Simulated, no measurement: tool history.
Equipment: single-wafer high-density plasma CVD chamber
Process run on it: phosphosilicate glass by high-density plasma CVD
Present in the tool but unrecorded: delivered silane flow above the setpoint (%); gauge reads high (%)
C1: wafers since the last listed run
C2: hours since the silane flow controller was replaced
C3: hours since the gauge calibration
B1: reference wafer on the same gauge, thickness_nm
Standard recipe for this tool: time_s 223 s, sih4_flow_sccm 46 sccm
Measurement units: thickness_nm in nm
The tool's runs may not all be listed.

run 1 day=0 | time_s=223 sih4_flow_sccm=46 | C1=0 C2=1517.9 C3=2983.7 | B1=989.501 | thickness_nm=985.062
run 2 day=4.183 | time_s=223 sih4_flow_sccm=46 | C1=786 C2=1618.3 C3=3084.1 | B1=989.005 | thickness_nm=985.735
run 3 day=5.929 | time_s=223 sih4_flow_sccm=46 | C1=328 C2=1660.2 C3=3126 | B1=990.113 | thickness_nm=989.122
run 4 day=9.962 | time_s=223 sih4_flow_sccm=46 | C1=758 C2=1757 C3=3222.8 | B1=988.468 | thickness_nm=993.234
run 5 day=16.725 | time_s=223 sih4_flow_sccm=46 | C1=1272 C2=1919.3 C3=3385.1 | B1=990.193 | thickness_nm=987.143
run 6 day=19.65 | time_s=223 sih4_flow_sccm=46 | C1=550 C2=1989.5 C3=3455.3 | B1=988.978 | thickness_nm=987.36
run 7 day=22.992 | time_s=223 sih4_flow_sccm=46 | C1=628 C2=2069.7 C3=3535.5 | B1=989.85 | thickness_nm=997.686
run 8 day=25.162 | time_s=223 sih4_flow_sccm=46 | C1=408 C2=2121.8 C3=3587.6 | B1=988.997 | thickness_nm=997.652
run 9 day=27.838 | time_s=223 sih4_flow_sccm=46 | C1=503 C2=2186 C3=3651.8 | B1=989.624 | thickness_nm=994.531
run 10 day=31.662 | time_s=223 sih4_flow_sccm=46 | C1=719 C2=2277.8 C3=3743.6 | B1=988.896 | thickness_nm=995.281
run 11 day=34.504 | time_s=223 sih4_flow_sccm=46 | C1=534 C2=2346 C3=3811.8 | B1=988.919 | thickness_nm=995.33
run 12 day=36.412 | time_s=223 sih4_flow_sccm=46 | C1=358 C2=2391.8 C3=3857.6 | B1=988.542 | thickness_nm=995.051
run 13 day=40.875 | time_s=223 sih4_flow_sccm=46 | C1=839 C2=2498.9 C3=3964.7 | B1=988.351 | thickness_nm=997.696
run 14 day=45.246 | time_s=207 sih4_flow_sccm=46 | C1=822 C2=2603.8 C3=4069.6 | B1=989.248 | thickness_nm=924.914
run 15 day=53.575 | time_s=207 sih4_flow_sccm=46 | C1=1566 C2=2803.7 C3=4269.5 | B1=988.818 | thickness_nm=920.855
run 16 day=55.538 | time_s=223 sih4_flow_sccm=46 | C1=369 C2=2850.8 C3=4316.6 | B1=988.744 | thickness_nm=995.455
run 17 day=58.925 | time_s=223 sih4_flow_sccm=50 | C1=637 C2=2932.1 C3=4397.9 | B1=988.737 | thickness_nm=1084.139
-- day=63.783 gauge calibrated
run 18 day=69.596 | time_s=240 sih4_flow_sccm=46 | C1=2007 C2=3188.2 C3=139.5 | B1=988.608 | thickness_nm=1073.911
run 19 day=78.158 | time_s=247 sih4_flow_sccm=42 | C1=1610 C2=3393.7 C3=345 | B1=988.87 | thickness_nm=1003.15
run 20 day=81.85 | time_s=247 sih4_flow_sccm=42 | C1=694 C2=3482.3 C3=433.6 | B1=988.065 | thickness_nm=1012.817
run 21 day=83.621 | time_s=247 sih4_flow_sccm=42 | C1=333 C2=3524.8 C3=476.1 | B1=988.779 | thickness_nm=1008.291
run 22 day=85.271 | time_s=223 sih4_flow_sccm=46 | C1=310 C2=3564.4 C3=515.7 | B1=988.855 | thickness_nm=1002.782
run 23 day=87.788 | time_s=223 sih4_flow_sccm=46 | C1=473 C2=3624.8 C3=576.1 | B1=987.971 | thickness_nm=1002.164
run 24 day=94.604 | time_s=244 sih4_flow_sccm=46 | C1=1282 C2=3788.4 C3=739.7 | B1=989.518 | thickness_nm=1099.71
run 25 day=97.912 | time_s=223 sih4_flow_sccm=46 | C1=622 C2=3867.8 C3=819.1 | B1=988.731 | thickness_nm=1001.097
run 26 day=101.525 | time_s=190 sih4_flow_sccm=40 | C1=679 C2=3954.5 C3=905.8 | B1=989.668 | thickness_nm=744.172
run 27 day=113.312 | time_s=223 sih4_flow_sccm=46 | C1=2217 C2=4237.4 C3=1188.7 | B1=988.899 | thickness_nm=1005.461
-- day=116.058 silane flow controller replaced
run 28 day=116.338 | time_s=199 sih4_flow_sccm=46 | C1=506 C2=6.7 C3=1261.3 | B1=989.804 | thickness_nm=875.231
run 29 day=118.733 | time_s=180 sih4_flow_sccm=53 | C1=450 C2=64.2 C3=1318.8 | B1=989.117 | thickness_nm=907.003
run 30 day=121.312 | time_s=198 sih4_flow_sccm=50 | C1=485 C2=126.1 C3=1380.7 | B1=989.658 | thickness_nm=948.174
run 31 day=123.308 | time_s=190 sih4_flow_sccm=42 | C1=375 C2=174 C3=1428.6 | B1=988.748 | thickness_nm=766.339
run 32 day=126.079 | time_s=223 sih4_flow_sccm=46 | C1=521 C2=240.5 C3=1495.1 | B1=989.674 | thickness_nm=980.932
run 33 day=128.188 | time_s=183 sih4_flow_sccm=46 | C1=396 C2=291.1 C3=1545.7 | B1=988.932 | thickness_nm=807.921
run 34 day=130.762 | time_s=260 sih4_flow_sccm=54 | C1=484 C2=352.9 C3=1607.5 | B1=988.261 | thickness_nm=1348.954
run 35 day=133.862 | time_s=189 sih4_flow_sccm=46 | C1=583 C2=427.3 C3=1681.9 | B1=988.584 | thickness_nm=836.259
run 36 day=137.2 | time_s=267 sih4_flow_sccm=46 | C1=627 C2=507.4 C3=1762 | B1=989.162 | thickness_nm=1182.326
run 37 day=139.512 | time_s=223 sih4_flow_sccm=46 | C1=435 C2=562.9 C3=1817.5 | B1=988.858 | thickness_nm=983.192
run 38 day=141.692 | time_s=249 sih4_flow_sccm=42 | C1=409 C2=615.2 C3=1869.8 | B1=988.598 | thickness_nm=1001.228
run 39 day=145.321 | time_s=223 sih4_flow_sccm=46 | C1=682 C2=702.3 C3=1956.9 | B1=988.821 | thickness_nm=989.37
run 40 day=148.475 | time_s=198 sih4_flow_sccm=43 | C1=593 C2=778 C3=2032.6 | B1=989.223 | thickness_nm=817.136
run 41 day=152.596 | time_s=193 sih4_flow_sccm=52 | C1=775 C2=876.9 C3=2131.5 | B1=988.4 | thickness_nm=960.757
run 42 day=154.508 | time_s=264 sih4_flow_sccm=50 | C1=359 C2=922.8 C3=2177.4 | B1=988.877 | thickness_nm=1269.138
run 43 day=157.338 | time_s=254 sih4_flow_sccm=46 | C1=532 C2=990.7 C3=2245.3 | B1=988.414 | thickness_nm=1133.254
run 44 day=161.271 | time_s=223 sih4_flow_sccm=46 | C1=739 C2=1085.1 C3=2339.7 | B1=989.745 | thickness_nm=997.311
run 45 day=164.388 | time_s=208 sih4_flow_sccm=55 | C1=586 C2=1159.9 C3=2414.5 | B1=988.758 | thickness_nm=1103.262
run 46 day=168.275 | time_s=266 sih4_flow_sccm=40 | C1=731 C2=1253.2 C3=2507.8 | B1=989.163 | thickness_nm=1029.834

State the hidden condition of the tool at each of the runs:
gauge reads high (%): 0 on each run
H1: delivered silane flow above the setpoint (%)
run=1 H1=0.777
run=2 H1=0.842
run=3 H1=0.869
run=4 H1=0.931
run=5 H1=1.04
run=6 H1=1.08
run=7 H1=1.13
run=8 H1=1.17
run=9 H1=1.21
run=10 H1=1.27
run=11 H1=1.31
run=12 H1=1.34
run=13 H1=1.41
run=14 H1=1.48
run=15 H1=1.61
run=16 H1=1.64
run=17 H1=1.69
run=18 H1=1.85
run=19 H1=1.99
run=20 H1=2.04
run=21 H1=2.07
run=22 H1=2.1
run=23 H1=2.13
run=24 H1=2.24
run=25 H1=2.29
run=26 H1=2.35
run=27 H1=2.53
run=28 H1=0.149
run=29 H1=0.186
run=30 H1=0.226
run=31 H1=0.257
run=32 H1=0.3
run=33 H1=0.332
run=34 H1=0.372
run=35 H1=0.42
run=36 H1=0.472
run=37 H1=0.507
run=38 H1=0.541
run=39 H1=0.597
run=40 H1=0.646
run=41 H1=0.71
run=42 H1=0.739
run=43 H1=0.783
run=44 H1=0.844
run=45 H1=0.892
run=46 H1=0.952

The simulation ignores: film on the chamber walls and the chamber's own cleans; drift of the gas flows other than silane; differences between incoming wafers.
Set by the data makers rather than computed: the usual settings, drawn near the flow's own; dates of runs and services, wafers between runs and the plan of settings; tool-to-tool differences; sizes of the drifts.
